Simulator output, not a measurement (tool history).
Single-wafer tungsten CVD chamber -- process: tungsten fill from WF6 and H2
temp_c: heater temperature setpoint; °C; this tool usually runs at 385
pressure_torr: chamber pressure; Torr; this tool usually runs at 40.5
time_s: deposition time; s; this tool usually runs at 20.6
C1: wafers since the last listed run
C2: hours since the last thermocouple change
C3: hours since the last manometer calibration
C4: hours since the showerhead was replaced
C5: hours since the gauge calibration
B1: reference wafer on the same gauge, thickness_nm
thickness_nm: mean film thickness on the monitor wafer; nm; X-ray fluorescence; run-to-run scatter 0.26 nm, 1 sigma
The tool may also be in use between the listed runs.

{"run": 1, "day": 0.0, "temp_c": 385, "pressure_torr": 40.5, "time_s": 17.9, "C1": 0, "C2": 1275.5, "C3": 2043.1, "C4": 1340.8, "C5": 2977.2, "B1": 58.435, "thickness_nm": 45.833}
{"run": 2, "day": 3.567, "temp_c": 393, "pressure_torr": 40.5, "time_s": 20.6, "C1": 2152, "C2": 1361.1, "C3": 2128.7, "C4": 1426.4, "C5": 3062.8, "B1": 58.492, "thickness_nm": 63.08}
{"day": 4.388, "done": "capacitance manometer re-zeroed and calibrated"}
{"run": 3, "day": 7.108, "temp_c": 393, "pressure_torr": 40.5, "time_s": 20.6, "C1": 1936, "C2": 1446.1, "C3": 65.3, "C4": 1511.4, "C5": 3147.8, "B1": 58.506, "thickness_nm": 63.635}
{"run": 4, "day": 8.804, "temp_c": 385, "pressure_torr": 40.5, "time_s": 20.6, "C1": 1023, "C2": 1486.8, "C3": 106.0, "C4": 1552.1, "C5": 3188.5, "B1": 58.615, "thickness_nm": 53.371}
{"run": 5, "day": 10.842, "temp_c": 385, "pressure_torr": 48.2, "time_s": 20.6, "C1": 1229, "C2": 1535.7, "C3": 154.9, "C4": 1601.0, "C5": 3237.4, "B1": 58.633, "thickness_nm": 57.241}
{"run": 6, "day": 14.608, "temp_c": 385, "pressure_torr": 48.2, "time_s": 20.6, "C1": 2273, "C2": 1626.1, "C3": 245.3, "C4": 1691.4, "C5": 3327.8, "B1": 58.631, "thickness_nm": 57.037}
{"run": 7, "day": 18.104, "temp_c": 385, "pressure_torr": 48.2, "time_s": 20.6, "C1": 2109, "C2": 1710.0, "C3": 329.2, "C4": 1775.3, "C5": 3411.7, "B1": 58.762, "thickness_nm": 57.044}
{"run": 8, "day": 20.829, "temp_c": 385, "pressure_torr": 40.5, "time_s": 20.6, "C1": 1644, "C2": 1775.4, "C3": 394.6, "C4": 1840.7, "C5": 3477.1, "B1": 58.764, "thickness_nm": 53.493}
{"day": 29.883, "done": "thermocouple changed; heater temperature recalibrated"}
{"run": 9, "day": 33.146, "temp_c": 385, "pressure_torr": 40.5, "time_s": 20.6, "C1": 7231, "C2": 78.3, "C3": 690.2, "C4": 2136.3, "C5": 3772.7, "B1": 59.013, "thickness_nm": 53.652}
{"run": 10, "day": 36.042, "temp_c": 385, "pressure_torr": 40.5, "time_s": 20.6, "C1": 1747, "C2": 147.8, "C3": 759.7, "C4": 2205.8, "C5": 3842.2, "B1": 59.068, "thickness_nm": 54.192}
{"day": 39.746, "done": "gauge calibrated"}
{"run": 11, "day": 40.112, "temp_c": 377, "pressure_torr": 40.5, "time_s": 20.6, "C1": 2456, "C2": 245.5, "C3": 857.4, "C4": 2303.5, "C5": 8.8, "B1": 55.73, "thickness_nm": 42.25}
{"run": 12, "day": 43.421, "temp_c": 377, "pressure_torr": 40.5, "time_s": 20.6, "C1": 1996, "C2": 324.9, "C3": 936.8, "C4": 2382.9, "C5": 88.2, "B1": 55.716, "thickness_nm": 42.083}
{"run": 13, "day": 46.204, "temp_c": 385, "pressure_torr": 40.5, "time_s": 20.6, "C1": 1679, "C2": 391.7, "C3": 1003.6, "C4": 2449.7, "C5": 155.0, "B1": 55.863, "thickness_nm": 51.048}
{"run": 14, "day": 48.708, "temp_c": 385, "pressure_torr": 46.3, "time_s": 20.6, "C1": 1511, "C2": 451.8, "C3": 1063.7, "C4": 2509.8, "C5": 215.1, "B1": 55.877, "thickness_nm": 53.427}
{"run": 15, "day": 51.438, "temp_c": 385, "pressure_torr": 46.3, "time_s": 20.6, "C1": 1646, "C2": 517.3, "C3": 1129.2, "C4": 2575.3, "C5": 280.6, "B1": 55.924, "thickness_nm": 53.691}
{"run": 16, "day": 54.475, "temp_c": 385, "pressure_torr": 40.5, "time_s": 23.9, "C1": 1833, "C2": 590.2, "C3": 1202.1, "C4": 2648.2, "C5": 353.5, "B1": 55.898, "thickness_nm": 59.297}
{"run": 17, "day": 57.954, "temp_c": 372, "pressure_torr": 37.6, "time_s": 24.2, "C1": 2099, "C2": 673.7, "C3": 1285.6, "C4": 2731.7, "C5": 437.0, "B1": 56.034, "thickness_nm": 43.339}
{"run": 18, "day": 66.512, "temp_c": 379, "pressure_torr": 31.7, "time_s": 18.4, "C1": 5164, "C2": 879.1, "C3": 1491.0, "C4": 2937.1, "C5": 642.4, "B1": 56.166, "thickness_nm": 36.75}
{"run": 19, "day": 68.783, "temp_c": 385, "pressure_torr": 40.5, "time_s": 22.6, "C1": 1370, "C2": 933.6, "C3": 1545.5, "C4": 2991.6, "C5": 696.9, "B1": 56.229, "thickness_nm": 56.229}
{"run": 20, "day": 72.471, "temp_c": 385, "pressure_torr": 40.5, "time_s": 20.6, "C1": 2225, "C2": 1022.1, "C3": 1634.0, "C4": 3080.1, "C5": 785.4, "B1": 56.278, "thickness_nm": 51.688}
{"run": 21, "day": 76.008, "temp_c": 399, "pressure_torr": 35.5, "time_s": 17.0, "C1": 2134, "C2": 1107.0, "C3": 1718.9, "C4": 3165.0, "C5": 870.3, "B1": 56.392, "thickness_nm": 54.866}
{"day": 81.779, "done": "showerhead replaced"}
{"run": 22, "day": 87.358, "temp_c": 385, "pressure_torr": 40.5, "time_s": 23.4, "C1": 6648, "C2": 1379.4, "C3": 1991.3, "C4": 133.9, "C5": 1142.7, "B1": 56.607, "thickness_nm": 58.381}
{"run": 23, "day": 90.521, "temp_c": 385, "pressure_torr": 40.5, "time_s": 20.6, "C1": 1908, "C2": 1455.3, "C3": 2067.2, "C4": 209.8, "C5": 1218.6, "B1": 56.649, "thickness_nm": 51.406}
{"run": 24, "day": 92.029, "temp_c": 379, "pressure_torr": 31.6, "time_s": 20.6, "C1": 910, "C2": 1491.5, "C3": 2103.4, "C4": 246.0, "C5": 1254.8, "B1": 56.716, "thickness_nm": 41.25}
{"run": 25, "day": 94.767, "temp_c": 385, "pressure_torr": 40.5, "time_s": 20.6, "C1": 1651, "C2": 1557.2, "C3": 2169.1, "C4": 311.7, "C5": 1320.5, "B1": 56.789, "thickness_nm": 51.487}
{"day": 96.233, "done": "capacitance manometer re-zeroed and calibrated"}
{"run": 26, "day": 99.012, "temp_c": 385, "pressure_torr": 40.5, "time_s": 20.6, "C1": 2361, "C2": 1659.1, "C3": 66.7, "C4": 413.6, "C5": 1422.4, "B1": 56.904, "thickness_nm": 51.942}
{"run": 27, "day": 102.021, "temp_c": 380, "pressure_torr": 47.7, "time_s": 17.0, "C1": 1815, "C2": 1731.3, "C3": 138.9, "C4": 485.8, "C5": 1494.6, "B1": 56.927, "thickness_nm": 40.52}
{"run": 28, "day": 105.354, "temp_c": 379, "pressure_torr": 50.2, "time_s": 20.6, "C1": 2011, "C2": 1811.3, "C3": 218.9, "C4": 565.8, "C5": 1574.6, "B1": 56.978, "thickness_nm": 49.306}
{"run": 29, "day": 107.571, "temp_c": 377, "pressure_torr": 40.5, "time_s": 20.6, "C1": 1337, "C2": 1864.5, "C3": 272.1, "C4": 619.0, "C5": 1627.8, "B1": 57.02, "thickness_nm": 43.003}
{"run": 30, "day": 110.133, "temp_c": 396, "pressure_torr": 47.0, "time_s": 23.7, "C1": 1546, "C2": 1926.0, "C3": 333.6, "C4": 680.5, "C5": 1689.3, "B1": 57.026, "thickness_nm": 80.374}
{"run": 31, "day": 112.571, "temp_c": 374, "pressure_torr": 35.8, "time_s": 18.7, "C1": 1470, "C2": 1984.5, "C3": 392.1, "C4": 739.0, "C5": 1747.8, "B1": 57.125, "thickness_nm": 35.175}
{"run": 32, "day": 114.288, "temp_c": 390, "pressure_torr": 47.5, "time_s": 22.5, "C1": 1035, "C2": 2025.7, "C3": 433.3, "C4": 780.2, "C5": 1789.0, "B1": 57.158, "thickness_nm": 67.209}
{"run": 33, "day": 116.579, "temp_c": 385, "pressure_torr": 40.5, "time_s": 20.6, "C1": 1382, "C2": 2080.7, "C3": 488.3, "C4": 835.2, "C5": 1844.0, "B1": 57.16, "thickness_nm": 52.348}
{"run": 34, "day": 120.283, "temp_c": 398, "pressure_torr": 47.1, "time_s": 21.8, "C1": 2235, "C2": 2169.6, "C3": 577.2, "C4": 924.1, "C5": 1932.9, "B1": 57.246, "thickness_nm": 77.179}
{"run": 35, "day": 124.696, "temp_c": 385, "pressure_torr": 40.5, "time_s": 20.6, "C1": 2662, "C2": 2275.5, "C3": 683.1, "C4": 1030.0, "C5": 2038.8, "B1": 57.299, "thickness_nm": 52.542}

Consider 3 possible next runs. They are alternatives, not a sequence: every one starts from the tool as it was left by run 35. What does each give?
{"run": "A", "day": 124.712, "temp_c": 385, "pressure_torr": 40.5, "time_s": 20.6, "C1": 10, "C2": 2275.9, "C3": 683.5, "C4": 1030.4, "C5": 2039.2, "B1": "?", "thickness_nm": "?"}
{"run": "B", "day": 124.712, "temp_c": 385, "pressure_torr": 31.3, "time_s": 24.0, "C1": 10, "C2": 2275.9, "C3": 683.5, "C4": 1030.4, "C5": 2039.2, "B1": "?", "thickness_nm": "?"}
{"run": "C", "day": 124.712, "temp_c": 375, "pressure_torr": 31.9, "time_s": 18.5, "C1": 10, "C2": 2275.9, "C3": 683.5, "C4": 1030.4, "C5": 2039.2, "B1": "?", "thickness_nm": "?"}

run=A B1=57.351 thickness_nm=52.269
run=B B1=57.351 thickness_nm=55.595
run=C B1=57.351 thickness_nm=34.173
Without the tool's unlogged condition, the same runs would have read:
run=A thickness_nm=50.858
run=B thickness_nm=54.095
run=C thickness_nm=33.251

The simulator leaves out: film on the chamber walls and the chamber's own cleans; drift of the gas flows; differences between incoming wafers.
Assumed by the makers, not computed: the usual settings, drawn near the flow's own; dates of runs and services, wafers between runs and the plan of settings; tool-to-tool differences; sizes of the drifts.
